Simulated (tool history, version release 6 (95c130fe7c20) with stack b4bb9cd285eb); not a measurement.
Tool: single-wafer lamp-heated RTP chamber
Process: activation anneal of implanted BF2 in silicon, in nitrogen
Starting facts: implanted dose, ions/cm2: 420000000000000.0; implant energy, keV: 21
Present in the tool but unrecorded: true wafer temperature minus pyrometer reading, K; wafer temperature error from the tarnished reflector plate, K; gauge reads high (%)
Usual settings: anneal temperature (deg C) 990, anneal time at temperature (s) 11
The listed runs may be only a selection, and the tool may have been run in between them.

run   hour  anneal temperature (deg C)  anneal time at temperature (s)  wafers since the last listed run  wafers since the last pyrometer calibration  wafers since the reflector plate was cleaned  hours since the gauge calibration  read-back reference wafer on the same gauge, sheet resistance  sheet resistance of the implanted and annealed layer (ohm/square)
  1    0.0                         990                              11                                 0                                         4395                                          4395                              646.9                                                         254.91                                                             310.51
      14.2  -- pyrometer window cleaned and pyrometer calibrated
  2   14.7                         990                              11                               139                                            9                                          4534                              661.6                                                         254.84                                                             308.18
  3   20.8                         990                              11                               126                                          136                                          4661                              667.7                                                         254.82                                                             309.81
  4   29.0                         990                              11                               170                                          306                                          4831                              675.9                                                         255.34                                                             309.44
  5   35.9                         990                              11                               143                                          449                                          4974                              682.8                                                         254.93                                                             310.61
  6   42.9                         977                              11                               145                                          595                                          5119                              689.8                                                         254.96                                                             316.66
  7   51.7                         990                              11                               182                                          777                                          5302                              698.6                                                         255.30                                                             309.03
      62.7  -- gauge calibrated
  8   64.8                         990                              11                               271                                         1049                                          5574                                2.1                                                         255.00                                                             308.76
  9   73.0                         990                              11                               170                                         1219                                          5744                               10.3                                                         255.10                                                             306.59
 10   80.5                         990                              11                               155                                         1375                                          5900                               17.8                                                         254.94                                                             308.76
 11   96.3                         990                              11                               327                                         1703                                          6228                               33.6                                                         254.60                                                             308.08
 12  110.0                         990                              11                               284                                         1987                                          6512                               47.3                                                         254.93                                                             308.78
 13  120.7                         990                              13                               222                                         2210                                          6734                               58.0                                                         255.28                                                             305.34
 14  128.0                         990                              11                               151                                         2361                                          6886                               65.3                                                         255.36                                                             307.61
     143.6  -- reflector plate cleaned
 15  145.8                         990                               7                               203                                         2565                                            46                               83.1                                                         254.82                                                             313.88
 16  158.9                         969                              16                               271                                         2836                                           318                               96.2                                                         255.07                                                             325.07
 17  168.2                         990                              15                               193                                         3030                                           511                              105.5                                                         254.95                                                             307.88
 18  179.3                         990                              11                               230                                         3260                                           742                              116.6                                                         255.01                                                             310.96
 19  186.2                         966                              17                               143                                         3403                                           885                              123.5                                                         255.36                                                             329.70
 20  194.3                         990                              11                               168                                         3571                                          1053                              131.6                                                         254.95                                                             310.90
 21  200.6                         990                              11                               130                                         3702                                          1184                              137.9                                                         254.63                                                             310.38
 22  217.2                        1007                               6                               344                                         4047                                          1528                              154.5                                                         255.08                                                             305.95
     235.9  -- pyrometer window cleaned and pyrometer calibrated
 23  236.4                         980                               9                               232                                           10                                          1761                              173.7                                                         255.22                                                             320.03
 24  248.4                         990                               6                               249                                          259                                          2010                              185.7                                                         254.87                                                             314.97
 25  259.8                         990                              11                               236                                          495                                          2246                              197.1                                                         255.12                                                             310.01
 26  277.1                        1016                              14                               359                                          854                                          2606                              214.4                                                         254.93                                                             300.78
 27  290.2                         968                              16                               271                                         1126                                          2877                              227.5                                                         255.06                                                             326.26
 28  307.6                         990                              11                               361                                         1487                                          3239                              244.9                                                         254.51                                                             308.73
 29  318.1                         990                              11                               217                                         1705                                          3457                              255.4                                                         255.32                                                             307.25
 30  329.5                         990                              11                               236                                         1942                                          3693                              266.8                                                         254.63                                                             308.83
 31  341.7                        1016                              13                               253                                         2195                                          3946                              279.0                                                         255.41                                                             300.63
 32  359.2                        1002                              15                               363                                         2559                                          4310                              296.5                                                         255.35                                                             303.43
 33  369.1                         962                              16                               205                                         2764                                          4515                              306.4                                                         254.98                                                             330.49
 34  378.8                         979                               8                               201                                         2965                                          4717                              316.1                                                         254.94                                                             317.86
 35  394.2                        1003                               8                               319                                         3285                                          5036                              331.5                                                         254.87                                                             306.19
 36  406.4                         999                              11                               253                                         3538                                          5289                              343.7                                                         254.84                                                             306.40
 37  414.1                         990                              11                               159                                         3698                                          5449                              351.4                                                         254.80                                                             307.03

A few steps of sheet resistance of the implanted and annealed layer (ohm/square) between consecutive runs. Split each: what settings, incoming material and random variation would produce without the hidden state, and what is left over for the hidden state, along with gauge scatter present in only one of the two compared results (measured, and without hidden state):
Run 14 -> 15: anneal time at temperature (s) 11 -> 7, reflector plate cleaned. sheet resistance of the implanted and annealed layer (ohm/square) +6.27: hidden state +3.61, all else +2.66.
Run 19 -> 20: anneal temperature (deg C) 966 -> 990, anneal time at temperature (s) 17 -> 11. sheet resistance of the implanted and annealed layer (ohm/square) -18.80: hidden state +0.83, all else -19.63.
Run 26 -> 27: anneal temperature (deg C) 1016 -> 968, anneal time at temperature (s) 14 -> 16. sheet resistance of the implanted and annealed layer (ohm/square) +25.48: hidden state -3.58, all else +29.06.
Run 32 -> 33: anneal temperature (deg C) 1002 -> 962, anneal time at temperature (s) 15 -> 16. sheet resistance of the implanted and annealed layer (ohm/square) +27.06: hidden state -5.93, all else +32.99.

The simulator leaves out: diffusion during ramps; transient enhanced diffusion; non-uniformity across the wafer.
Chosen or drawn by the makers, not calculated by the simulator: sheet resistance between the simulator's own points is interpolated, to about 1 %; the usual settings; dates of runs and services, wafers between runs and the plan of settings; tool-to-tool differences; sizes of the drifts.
